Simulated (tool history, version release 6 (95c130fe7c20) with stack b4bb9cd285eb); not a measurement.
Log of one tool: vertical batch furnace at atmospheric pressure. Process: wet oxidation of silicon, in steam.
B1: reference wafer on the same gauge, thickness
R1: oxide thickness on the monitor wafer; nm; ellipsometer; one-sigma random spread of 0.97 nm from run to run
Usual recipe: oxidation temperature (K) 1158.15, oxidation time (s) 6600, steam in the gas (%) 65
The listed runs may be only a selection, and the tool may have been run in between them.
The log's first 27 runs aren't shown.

run 28 hour=2208.6 | oxidation_temperature_(K)=1169.15 oxidation_time_(s)=6600 steam_in_the_gas_(%)=65 | B1=189.3 | R1=214.24
run 29 hour=2301.3 | oxidation_temperature_(K)=1142.15 oxidation_time_(s)=8550 steam_in_the_gas_(%)=59 | B1=188.73 | R1=175.07
run 30 hour=2352.5 | oxidation_temperature_(K)=1158.15 oxidation_time_(s)=6600 steam_in_the_gas_(%)=58 | B1=189.19 | R1=174.76
run 31 hour=2421 | oxidation_temperature_(K)=1158.15 oxidation_time_(s)=6600 steam_in_the_gas_(%)=65 | B1=189.01 | R1=188.93
run 32 hour=2468.6 | oxidation_temperature_(K)=1140.15 oxidation_time_(s)=7830 steam_in_the_gas_(%)=72 | B1=189.26 | R1=185.71
run 33 hour=2573.6 | oxidation_temperature_(K)=1158.15 oxidation_time_(s)=9210 steam_in_the_gas_(%)=65 | B1=188.97 | R1=239.84
run 34 hour=2632.9 | oxidation_temperature_(K)=1158.15 oxidation_time_(s)=8970 steam_in_the_gas_(%)=58 | B1=189.04 | R1=217.6
run 35 hour=2707.2 | oxidation_temperature_(K)=1169.15 oxidation_time_(s)=6600 steam_in_the_gas_(%)=57 | B1=189.04 | R1=193.91
run 36 hour=2757.1 | oxidation_temperature_(K)=1158.15 oxidation_time_(s)=4710 steam_in_the_gas_(%)=65 | B1=188.99 | R1=148.35
run 37 hour=2845.8 | oxidation_temperature_(K)=1182.15 oxidation_time_(s)=4050 steam_in_the_gas_(%)=58 | B1=188.89 | R1=160.3
run 38 hour=2949.4 | oxidation_temperature_(K)=1158.15 oxidation_time_(s)=6600 steam_in_the_gas_(%)=65 | B1=188.89 | R1=189.4

Branching from run 38: 4 alternative next runs. What would each branch give?
run A hour=2954.8 | oxidation_temperature_(K)=1158.15 oxidation_time_(s)=6600 steam_in_the_gas_(%)=59 | B1=? | R1=?
run B hour=2954.8 | oxidation_temperature_(K)=1166.15 oxidation_time_(s)=8070 steam_in_the_gas_(%)=56 | B1=? | R1=?
run C hour=2954.8 | oxidation_temperature_(K)=1137.15 oxidation_time_(s)=9000 steam_in_the_gas_(%)=65 | B1=? | R1=?
run D hour=2954.8 | oxidation_temperature_(K)=1170.15 oxidation_time_(s)=8250 steam_in_the_gas_(%)=59 | B1=? | R1=?

run=A B1=189.01 R1=177.86
run=B B1=189.01 R1=216.77
run=C B1=189.01 R1=185.35
run=D B1=189.01 R1=239.34
Had the tool no hidden state, the same runs would have come out as:
run=A R1=176.15
run=B R1=214.72
run=C R1=183.44
run=D R1=237.1
